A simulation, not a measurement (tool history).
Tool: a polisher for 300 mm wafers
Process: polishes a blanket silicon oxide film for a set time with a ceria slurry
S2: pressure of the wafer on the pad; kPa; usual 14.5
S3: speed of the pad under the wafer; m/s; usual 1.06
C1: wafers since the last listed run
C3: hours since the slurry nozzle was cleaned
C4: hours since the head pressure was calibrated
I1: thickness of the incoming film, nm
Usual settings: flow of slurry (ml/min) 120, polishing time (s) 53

Run 1, hour 0: usual settings but flow of slurry (ml/min) 145, polishing time (s) 47; C1 0; wafers polished on this pad 1190; C3 586.4; C4 259.6; I1 901.7. Result: film removed (angstrom) 1339.
At hour 70.9: slurry nozzle cleaned.
Run 2, hour 78.8: usual settings but flow of slurry (ml/min) 145, polishing time (s) 47; C1 607; wafers polished on this pad 1797; C3 7.9; C4 338.4; I1 911.5. Result: film removed (angstrom) 1469.
Run 3, hour 150.8: usual settings; C1 562; wafers polished on this pad 2360; C3 79.9; C4 410.4; I1 908.6. Result: film removed (angstrom) 1601.
Run 4, hour 255.2: usual settings; C1 815; wafers polished on this pad 3175; C3 184.3; C4 514.8; I1 920.1. Result: film removed (angstrom) 1562.
At hour 283.5: worn pad replaced by a new one.
Run 5, hour 337.4: usual settings; C1 610; wafers polished on this pad 421; C3 266.5; C4 597; I1 903.2. Result: film removed (angstrom) 1534.
Run 6, hour 390.4: usual settings; C1 413; wafers polished on this pad 835; C3 319.5; C4 650; I1 922.1. Result: film removed (angstrom) 1511.
Run 7, hour 470.6: usual settings but polishing time (s) 47; C1 626; wafers polished on this pad 1461; C3 399.7; C4 730.2; I1 924.9. Result: film removed (angstrom) 1327.
Run 8, hour 508.7: usual settings but polishing time (s) 47; C1 297; wafers polished on this pad 1759; C3 437.8; C4 768.3; I1 916.1. Result: film removed (angstrom) 1294.
At hour 516.8: head pressure recalibrated.
Run 9, hour 589.4: usual settings but flow of slurry (ml/min) 100, S2 17.9 kPa; C1 614; wafers polished on this pad 2374; C3 518.5; C4 72.6; I1 908.3. Result: film removed (angstrom) 1743.
At hour 680.8: slurry nozzle cleaned.
Run 10, hour 682.1: usual settings but flow of slurry (ml/min) 100, S2 17.9 kPa; C1 716; wafers polished on this pad 3090; C3 1.3; C4 165.3; I1 916.7. Result: film removed (angstrom) 1954.
At hour 686.6: worn pad replaced by a new one.
Run 11, hour 768.1: usual settings but flow of slurry (ml/min) 100, S2 17.9 kPa; C1 640; wafers polished on this pad 636; C3 87.3; C4 251.3; I1 901.1. Result: film removed (angstrom) 1914.
Run 12, hour 860: usual settings but S2 15.9 kPa; C1 717; wafers polished on this pad 1354; C3 179.2; C4 343.2; I1 913.9. Result: film removed (angstrom) 1739.
Run 13, hour 929.2: usual settings but S2 15.9 kPa; C1 540; wafers polished on this pad 1894; C3 248.4; C4 412.4; I1 905. Result: film removed (angstrom) 1704.
Run 14, hour 997.1: usual settings but S2 17.2 kPa, S3 0.82 m/s; C1 530; wafers polished on this pad 2424; C3 316.3; C4 480.3; I1 901.3. Result: film removed (angstrom) 1466.
Run 15, hour 1098.4: usual settings but S2 11 kPa, S3 0.86 m/s; C1 791; wafers polished on this pad 3216; C3 417.6; C4 581.6; I1 913.7. Result: film removed (angstrom) 972.
At hour 1112.6: worn pad replaced by a new one.
Run 16, hour 1159.6: usual settings but flow of slurry (ml/min) 155; C1 446; wafers polished on this pad 366; C3 478.8; C4 642.8; I1 912.9. Result: film removed (angstrom) 1583.
At hour 1213.9: head pressure recalibrated.
Run 17, hour 1215.5: usual settings; C1 421; wafers polished on this pad 787; C3 534.7; C4 1.6; I1 909.2. Result: film removed (angstrom) 1527.
Run 18, hour 1255.4: usual settings but S2 19.3 kPa; C1 311; wafers polished on this pad 1099; C3 574.6; C4 41.5; I1 925.6. Result: film removed (angstrom) 1997.
Run 19, hour 1312.8: usual settings; C1 448; wafers polished on this pad 1547; C3 632; C4 98.9; I1 894.5. Result: film removed (angstrom) 1471.
At hour 1366.2: slurry nozzle cleaned.
Run 20, hour 1376: usual settings but flow of slurry (ml/min) 145, S3 0.88 m/s, polishing time (s) 41; C1 485; wafers polished on this pad 2033; C3 9.8; C4 162.1; I1 905.2. Result: film removed (angstrom) 1129.
Run 21, hour 1437.4: usual settings; C1 479; wafers polished on this pad 2513; C3 71.2; C4 223.5; I1 925.7. Result: film removed (angstrom) 1621.
Run 22, hour 1479.3: usual settings but flow of slurry (ml/min) 100, S2 17.9 kPa; C1 327; wafers polished on this pad 2840; C3 113.1; C4 265.4; I1 912.5. Result: film removed (angstrom) 1883.
At hour 1493.1: worn pad replaced by a new one.
Run 23, hour 1525.9: usual settings but S2 11.7 kPa, S3 0.72 m/s; C1 332; wafers polished on this pad 255; C3 159.7; C4 312; I1 897.1. Result: film removed (angstrom) 932.
Run 24, hour 1613.7: usual settings but flow of slurry (ml/min) 150, S2 18.6 kPa, S3 0.78 m/s, polishing time (s) 72; C1 685; wafers polished on this pad 941; C3 247.5; C4 399.8; I1 902. Result: film removed (angstrom) 2216.
Run 25, hour 1662.1: usual settings but flow of slurry (ml/min) 105, polishing time (s) 58; C1 378; wafers polished on this pad 1319; C3 295.9; C4 448.2; I1 914.3. Result: film removed (angstrom) 1631.
Run 26, hour 1717.6: usual settings; C1 433; wafers polished on this pad 1753; C3 351.4; C4 503.7; I1 900.7. Result: film removed (angstrom) 1550.
Run 27, hour 1825.6: usual settings but flow of slurry (ml/min) 90, S2 11.7 kPa, S3 0.82 m/s, polishing time (s) 41; C1 843; wafers polished on this pad 2596; C3 459.4; C4 611.7; I1 914.2. Result: film removed (angstrom) 679.
At hour 1839: worn pad replaced by a new one.
Run 28, hour 1909.4: usual settings but flow of slurry (ml/min) 140, S3 1.34 m/s, polishing time (s) 46; C1 623; wafers polished on this pad 549; C3 543.2; C4 695.5; I1 894.5. Result: film removed (angstrom) 1622.
Run 29, hour 1973.7: usual settings but flow of slurry (ml/min) 135, S2 12.4 kPa; C1 502; wafers polished on this pad 1051; C3 607.5; C4 759.8; I1 921. Result: film removed (angstrom) 1258.

The tool's hidden state at each run:
removal rate lost through wear of the pad, %: 0 in every run
H1: slurry flow missing at the pad, %
H2: deviation of the head's pressure from its setpoint, %
run     H1       H2
  1   36.1   -0.528
  2   3.58   -0.814
  3   7.44    -1.14
  4     13    -1.73
  5   17.4    -2.28
  6   20.3    -2.68
  7   24.6    -3.35
  8   26.6     -3.7
  9     31   -0.178
 10  0.396   -0.312
 11   5.01   -0.529
 12   9.93   -0.861
 13   13.6    -1.18
 14   17.3    -1.55
 15   22.7     -2.2
 16     26    -2.65
 17     29    0.366
 18   31.1    0.355
 19   34.2    0.306
 20   2.97    0.206
 21   6.26   0.0628
 22   8.51  -0.0615
 23     11   -0.225
 24   15.7   -0.604
 25   18.3   -0.853
 26   21.3    -1.17
 27   27.1     -1.9
 28   31.6    -2.57
 29     35    -3.14

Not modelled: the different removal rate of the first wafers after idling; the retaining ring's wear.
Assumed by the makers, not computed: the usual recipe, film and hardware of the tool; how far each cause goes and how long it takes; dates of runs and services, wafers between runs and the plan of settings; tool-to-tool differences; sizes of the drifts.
